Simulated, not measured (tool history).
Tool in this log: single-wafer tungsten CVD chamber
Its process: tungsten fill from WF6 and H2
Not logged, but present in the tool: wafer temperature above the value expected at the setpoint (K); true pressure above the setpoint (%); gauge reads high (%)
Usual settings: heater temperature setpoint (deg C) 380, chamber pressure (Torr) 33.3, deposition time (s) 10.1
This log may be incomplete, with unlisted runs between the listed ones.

run    hour  heater temperature setpoint (deg C)  chamber pressure (Torr)  deposition time (s)  wafers since the last listed run  hours since the last thermocouple change  hours since the last manometer calibration  hours since the showerhead was replaced  hours since the gauge calibration  read-back reference wafer on the same gauge, thickness_nm  mean film thickness on the monitor wafer (angstrom)
  1     0.0                                  380                     33.3                  9.0                                 0                                    1794.8                                       849.6                                   7621.4                              819.7                                                     17.390                                               187.22
  2    40.2                                  380                     33.3                 10.1                              1211                                    1835.0                                       889.8                                   7661.6                              859.9                                                     17.408                                               212.04
  3   109.3                                  380                     33.3                 10.1                              2083                                    1904.1                                       958.9                                   7730.7                              929.0                                                     17.415                                               213.21
  4   153.6                                  380                     33.3                 10.1                              1335                                    1948.4                                      1003.2                                   7775.0                              973.3                                                     17.412                                               212.78
  5   202.1                                  380                     33.3                 10.1                              1462                                    1996.9                                      1051.7                                   7823.5                             1021.8                                                     17.424                                               211.35
  6   248.8                                  380                     33.3                 10.1                              1407                                    2043.6                                      1098.4                                   7870.2                             1068.5                                                     17.395                                               210.80
  7   316.1                                  380                     33.3                 10.1                              2028                                    2110.9                                      1165.7                                   7937.5                             1135.8                                                     17.393                                               212.02
  8   423.5                                  380                     33.3                 10.1                              3237                                    2218.3                                      1273.1                                   8044.9                             1243.2                                                     17.403                                               211.43
  9   499.2                                  380                     33.3                 10.1                              2282                                    2294.0                                      1348.8                                   8120.6                             1318.9                                                     17.360                                               211.00
 10   555.2                                  380                     33.3                 10.1                              1688                                    2350.0                                      1404.8                                   8176.6                             1374.9                                                     17.374                                               211.45
      578.9  -- gauge calibrated
 11   662.3                                  380                     33.3                 10.1                              3228                                    2457.1                                      1511.9                                   8283.7                               83.4                                                     17.402                                               211.22
 12   760.1                                  380                     33.3                 10.1                              2948                                    2554.9                                      1609.7                                   8381.5                              181.2                                                     17.388                                               211.29
 13   811.9                                  380                     33.3                 10.1                              1561                                    2606.7                                      1661.5                                   8433.3                              233.0                                                     17.425                                               212.70
 14   850.9                                  380                     33.3                 10.1                              1175                                    2645.7                                      1700.5                                   8472.3                              272.0                                                     17.399                                               211.07
      886.0  -- showerhead replaced
 15   901.1                                  380                     33.3                 11.5                              1272                                    2695.9                                      1750.7                                     15.1                              322.2                                                     17.400                                               240.11
 16   956.1                                  380                     33.3                  9.3                              1658                                    2750.9                                      1805.7                                     70.1                              377.2                                                     17.407                                               194.41
 17  1040.3                                  380                     33.3                  9.3                              2538                                    2835.1                                      1889.9                                    154.3                              461.4                                                     17.413                                               193.21
 18  1116.1                                  380                     33.3                 10.1                              2285                                    2910.9                                      1965.7                                    230.1                              537.2                                                     17.394                                               210.74
 19  1212.6                                  366                     33.3                  9.0                              2909                                    3007.4                                      2062.2                                    326.6                              633.7                                                     17.380                                               144.93
 20  1310.6                                  368                     41.1                 11.9                              2954                                    3105.4                                      2160.2                                    424.6                              731.7                                                     17.381                                               222.58
 21  1379.5                                  380                     30.9                 10.1                              2077                                    3174.3                                      2229.1                                    493.5                              800.6                                                     17.406                                               203.92
 22  1469.9                                  380                     37.5                 10.1                              2725                                    3264.7                                      2319.5                                    583.9                              891.0                                                     17.406                                               224.67
     1482.8  -- thermocouple changed; heater temperature recalibrated
     1549.7  -- capacitance manometer re-zeroed and calibrated
 23  1550.2                                  386                     37.6                 10.1                              1938                                      67.4                                         0.5                                    664.2                              971.3                                                     17.428                                               239.09
 24  1656.5                                  380                     33.3                 10.1                              3204                                     173.7                                       106.8                                    770.5                             1077.6                                                     17.402                                               203.91
 25  1759.6                                  367                     31.1                 10.1                              3108                                     276.8                                       209.9                                    873.6                             1180.7                                                     17.385                                               154.52
 26  1819.7                                  367                     37.7                 10.1                              1811                                     336.9                                       270.0                                    933.7                             1240.8                                                     17.382                                               169.90
 27  1894.2                                  380                     29.3                 10.1                              2245                                     411.4                                       344.5                                   1008.2                             1315.3                                                     17.410                                               191.73
     1910.6  -- gauge calibrated
 28  1983.3                                  380                     33.3                 10.1                              2686                                     500.5                                       433.6                                   1097.3                               72.7                                                     17.387                                               206.16
 29  2061.0                                  373                     27.6                  9.4                              2342                                     578.2                                       511.3                                   1175.0                              150.4                                                     17.407                                               152.82
 30  2110.7                                  380                     33.3                 10.1                              1498                                     627.9                                       561.0                                   1224.7                              200.1                                                     17.404                                               205.62
 31  2296.3                                  380                     38.2                 10.1                              5595                                     813.5                                       746.6                                   1410.3                              385.7                                                     17.418                                               221.93
 32  2344.0                                  393                     28.1                 11.5                              1438                                     861.2                                       794.3                                   1458.0                              433.4                                                     17.391                                               271.27
 33  2439.8                                  380                     36.3                 10.1                              2888                                     957.0                                       890.1                                   1553.8                              529.2                                                     17.386                                               218.15
 34  2493.2                                  380                     33.3                 10.1                              1609                                    1010.4                                       943.5                                   1607.2                              582.6                                                     17.404                                               206.00
 35  2574.2                                  366                     28.9                 11.9                              2441                                    1091.4                                      1024.5                                   1688.2                              663.6                                                     17.397                                               175.62

Here are 3 independent what-if runs from the current tool condition. What would each one return?
  A  2574.6                                  380                     33.3                 10.1                                12                                    1091.8                                      1024.9                                   1688.6                              664.0                                                          ?                                                    ?
  B  2574.6                                  380                     33.3                 11.8                                12                                    1091.8                                      1024.9                                   1688.6                              664.0                                                          ?                                                    ?
  C  2574.6                                  380                     29.4                  8.4                                12                                    1091.8                                      1024.9                                   1688.6                              664.0                                                          ?                                                    ?

run  read-back reference wafer on the same gauge, thickness_nm  mean film thickness on the monitor wafer (angstrom)
  A                                                     17.398                                               207.95
  B                                                     17.398                                               243.10
  C                                                     17.398                                               161.86
Without the tool's unlogged condition, the same runs would have read:
run  mean film thickness on the monitor wafer (angstrom)
  A                                               199.84
  B                                               233.63
  C                                               155.57

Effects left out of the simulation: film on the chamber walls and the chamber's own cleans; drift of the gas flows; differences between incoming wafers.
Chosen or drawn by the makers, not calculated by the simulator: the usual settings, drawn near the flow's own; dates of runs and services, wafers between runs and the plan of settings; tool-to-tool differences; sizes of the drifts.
